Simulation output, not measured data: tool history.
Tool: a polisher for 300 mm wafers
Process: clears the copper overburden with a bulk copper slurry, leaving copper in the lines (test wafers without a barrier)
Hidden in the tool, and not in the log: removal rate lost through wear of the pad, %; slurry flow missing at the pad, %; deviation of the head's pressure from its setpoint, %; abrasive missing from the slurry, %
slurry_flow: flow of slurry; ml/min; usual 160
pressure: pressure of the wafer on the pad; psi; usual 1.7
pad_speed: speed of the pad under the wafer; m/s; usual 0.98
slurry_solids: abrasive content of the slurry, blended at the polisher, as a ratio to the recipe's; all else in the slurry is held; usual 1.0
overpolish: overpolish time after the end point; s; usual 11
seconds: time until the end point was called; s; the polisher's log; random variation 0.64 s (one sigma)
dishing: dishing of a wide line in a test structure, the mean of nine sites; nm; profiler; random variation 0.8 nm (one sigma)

run	hour	slurry_flow	pressure	pad_speed	slurry_solids	overpolish	wafers since the last listed run	wafers polished on this pad	hours since the slurry nozzle was cleaned	hours since the head pressure was calibrated	hours since the slurry blender was calibrated	incoming thickness of the incoming film, nm	seconds	dishing
1	0.0	160	1.7	0.98	0.8	11	0	684	409.6	394.4	28.3	428.0	79.0	39.9
2	10.6	160	1.7	0.82	1.0	11	89	774	420.2	405.0	38.9	435.9	92.9	34.4
3	18.3	160	1.7	0.98	1.0	11	64	838	427.9	412.7	46.6	429.3	76.0	39.0
# hour 23.0: worn pad replaced by a new one
4	31.7	175	1.7	0.76	1.0	11	79	73	441.3	426.1	60.0	435.0	97.9	34.6
5	40.5	175	1.7	0.76	1.0	11	74	147	450.1	434.9	68.8	432.9	98.3	33.3
6	55.3	125	1.7	0.98	1.0	11	124	272	464.9	449.7	83.6	436.3	80.9	39.5
7	62.3	160	1.7	0.98	1.0	11	58	331	471.9	456.7	90.6	431.6	78.6	41.1
8	79.1	195	1.7	0.98	1.0	11	141	473	488.7	473.5	107.4	428.8	75.6	40.9
9	89.0	160	2.1	0.98	1.0	11	83	556	498.6	483.4	117.3	436.3	63.8	48.3
# hour 99.6: head pressure recalibrated
# hour 113.3: slurry blender recalibrated
# hour 117.9: slurry nozzle cleaned
10	128.8	160	2.3	0.98	0.7	17	293	849	10.9	29.2	15.5	431.9	60.1	72.8
11	141.5	160	1.7	0.82	1.0	11	107	956	23.6	41.9	28.2	429.8	91.6	35.6
# hour 150.6: worn pad replaced by a new one
12	151.0	160	1.7	0.98	1.0	11	46	3	33.1	51.4	37.7	433.5	76.2	40.2
13	165.4	145	1.7	0.84	1.0	11	121	124	47.5	65.8	52.1	433.8	91.5	35.5
14	171.5	160	1.7	0.98	1.0	16	51	176	53.6	71.9	58.2	428.3	75.4	52.9
15	183.7	160	1.7	1.20	1.0	11	102	278	65.8	84.1	70.4	430.1	63.6	46.6

The next listed run, before its measurement:
16	199.3	115	2.1	0.98	1.0	11	131	410	81.4	99.7	86.0	431.1	?	?

Run 16 gave seconds 67.1 s, dishing 46.5 nm.
Without the tool's hidden state the same run would have given seconds 64.6 s, dishing 47.9 nm.
